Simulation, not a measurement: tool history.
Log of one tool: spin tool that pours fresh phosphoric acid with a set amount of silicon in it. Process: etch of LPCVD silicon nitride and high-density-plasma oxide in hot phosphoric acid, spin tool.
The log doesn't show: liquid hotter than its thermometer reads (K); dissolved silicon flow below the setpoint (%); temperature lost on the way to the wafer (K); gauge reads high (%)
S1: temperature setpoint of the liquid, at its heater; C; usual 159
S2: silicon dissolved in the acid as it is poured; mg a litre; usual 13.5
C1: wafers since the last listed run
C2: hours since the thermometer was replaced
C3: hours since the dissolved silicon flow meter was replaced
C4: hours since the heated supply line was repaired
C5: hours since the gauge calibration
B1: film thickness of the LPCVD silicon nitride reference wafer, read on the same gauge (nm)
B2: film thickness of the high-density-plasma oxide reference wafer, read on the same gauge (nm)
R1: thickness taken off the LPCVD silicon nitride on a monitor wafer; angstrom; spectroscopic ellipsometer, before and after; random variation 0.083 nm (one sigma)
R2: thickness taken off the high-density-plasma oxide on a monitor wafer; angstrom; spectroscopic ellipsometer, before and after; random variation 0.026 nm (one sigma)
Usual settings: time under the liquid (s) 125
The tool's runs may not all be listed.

{"run": 1, "hour": 0.0, "S1": 159, "S2": 13.5, "time under the liquid (s)": 125, "C1": 0, "C2": 388.7, "C3": 336.4, "C4": 2554.3, "C5": 1394.3, "B1": 149.98, "B2": 49.969, "R1": 96.8, "R2": 3.36}
{"hour": 23.1, "done": "heated supply line repaired"}
{"run": 2, "hour": 123.8, "S1": 159, "S2": 13.5, "time under the liquid (s)": 125, "C1": 818, "C2": 512.5, "C3": 460.2, "C4": 100.7, "C5": 1518.1, "B1": 150, "B2": 50, "R1": 106.4, "R2": 3.5}
{"run": 3, "hour": 276.7, "S1": 161.5, "S2": 9, "time under the liquid (s)": 165, "C1": 1019, "C2": 665.4, "C3": 613.1, "C4": 253.6, "C5": 1671, "B1": 150.01, "B2": 49.985, "R1": 154.6, "R2": 7.08}
{"hour": 388.0, "done": "thermometer replaced"}
{"run": 4, "hour": 416.9, "S1": 159, "S2": 10.5, "time under the liquid (s)": 150, "C1": 927, "C2": 28.9, "C3": 753.3, "C4": 393.8, "C5": 1811.2, "B1": 149.97, "B2": 50.002, "R1": 117.7, "R2": 3.71}
{"run": 5, "hour": 484.7, "S1": 159, "S2": 16.5, "time under the liquid (s)": 125, "C1": 451, "C2": 96.7, "C3": 821.1, "C4": 461.6, "C5": 1879, "B1": 149.97, "B2": 49.992, "R1": 99, "R2": 2.71}
{"run": 6, "hour": 511.1, "S1": 160.5, "S2": 22.5, "time under the liquid (s)": 85, "C1": 175, "C2": 123.1, "C3": 847.5, "C4": 488, "C5": 1905.4, "B1": 149.98, "B2": 50.045, "R1": 70.1, "R2": 1.77}
{"run": 7, "hour": 558.9, "S1": 159, "S2": 13.5, "time under the liquid (s)": 125, "C1": 318, "C2": 170.9, "C3": 895.3, "C4": 535.8, "C5": 1953.2, "B1": 150.02, "B2": 49.99, "R1": 101.3, "R2": 3.4}
{"run": 8, "hour": 608.7, "S1": 156.5, "S2": 9, "time under the liquid (s)": 85, "C1": 331, "C2": 220.7, "C3": 945.1, "C4": 585.6, "C5": 2003, "B1": 150.04, "B2": 49.969, "R1": 63.3, "R2": 1.91}
{"run": 9, "hour": 649.4, "S1": 159, "S2": 13.5, "time under the liquid (s)": 175, "C1": 271, "C2": 261.4, "C3": 985.8, "C4": 626.3, "C5": 2043.7, "B1": 149.99, "B2": 50.001, "R1": 139.6, "R2": 4.64}
{"hour": 695.1, "done": "gauge calibrated"}
{"hour": 725.5, "done": "dissolved silicon flow meter replaced"}
{"run": 10, "hour": 765.3, "S1": 159, "S2": 13.5, "time under the liquid (s)": 170, "C1": 765, "C2": 377.3, "C3": 39.8, "C4": 742.2, "C5": 70.2, "B1": 150.01, "B2": 50.014, "R1": 137.8, "R2": 4.44}
{"run": 11, "hour": 795.5, "S1": 159, "S2": 21.5, "time under the liquid (s)": 150, "C1": 201, "C2": 407.5, "C3": 70, "C4": 772.4, "C5": 100.4, "B1": 149.98, "B2": 50.007, "R1": 122.6, "R2": 3.15}
{"run": 12, "hour": 844.9, "S1": 156.5, "S2": 4.5, "time under the liquid (s)": 150, "C1": 329, "C2": 456.9, "C3": 119.4, "C4": 821.8, "C5": 149.8, "B1": 150.02, "B2": 50.005, "R1": 113.5, "R2": 4.48}
{"run": 13, "hour": 959.3, "S1": 160, "S2": 7, "time under the liquid (s)": 150, "C1": 762, "C2": 571.3, "C3": 233.8, "C4": 936.2, "C5": 264.2, "B1": 149.96, "B2": 50.003, "R1": 128.7, "R2": 5.43}
{"hour": 1010.1, "done": "thermometer replaced"}
{"run": 14, "hour": 1028.2, "S1": 160, "S2": 17.5, "time under the liquid (s)": 125, "C1": 452, "C2": 18.1, "C3": 302.7, "C4": 1005.1, "C5": 333.1, "B1": 149.98, "B2": 50.014, "R1": 99.1, "R2": 2.87}
{"run": 15, "hour": 1074.5, "S1": 159, "S2": 4.5, "time under the liquid (s)": 70, "C1": 308, "C2": 64.4, "C3": 349, "C4": 1051.4, "C5": 379.4, "B1": 149.98, "B2": 50.002, "R1": 54.1, "R2": 2.02}
{"run": 16, "hour": 1119.8, "S1": 159, "S2": 13.5, "time under the liquid (s)": 125, "C1": 301, "C2": 109.7, "C3": 394.3, "C4": 1096.7, "C5": 424.7, "B1": 149.97, "B2": 49.985, "R1": 95.8, "R2": 2.78}
{"run": 17, "hour": 1153.2, "S1": 160.5, "S2": 13.5, "time under the liquid (s)": 185, "C1": 222, "C2": 143.1, "C3": 427.7, "C4": 1130.1, "C5": 458.1, "B1": 149.96, "B2": 49.998, "R1": 150.6, "R2": 5.64}
{"run": 18, "hour": 1196.5, "S1": 159, "S2": 13.5, "time under the liquid (s)": 125, "C1": 288, "C2": 186.4, "C3": 471, "C4": 1173.4, "C5": 501.4, "B1": 150.03, "B2": 50.039, "R1": 97.9, "R2": 3.3}
{"run": 19, "hour": 1267.6, "S1": 159, "S2": 13.5, "time under the liquid (s)": 125, "C1": 473, "C2": 257.5, "C3": 542.1, "C4": 1244.5, "C5": 572.5, "B1": 150, "B2": 49.965, "R1": 98.1, "R2": 2.95}

Run 20 comes next. What will it give?
{"run": 20, "hour": 1454.7, "S1": 159, "S2": 13.5, "time under the liquid (s)": 125, "C1": 1247, "C2": 444.6, "C3": 729.2, "C4": 1431.6, "C5": 759.6, "B1": "?", "B2": "?", "R1": "?", "R2": "?"}

Run 20 gave B1 150.05, B2 50.031, R1 100 angstrom, R2 3.23 angstrom.
Without the tool's hidden state the same run would have given R1 100.1 angstrom, R2 3.24 angstrom.
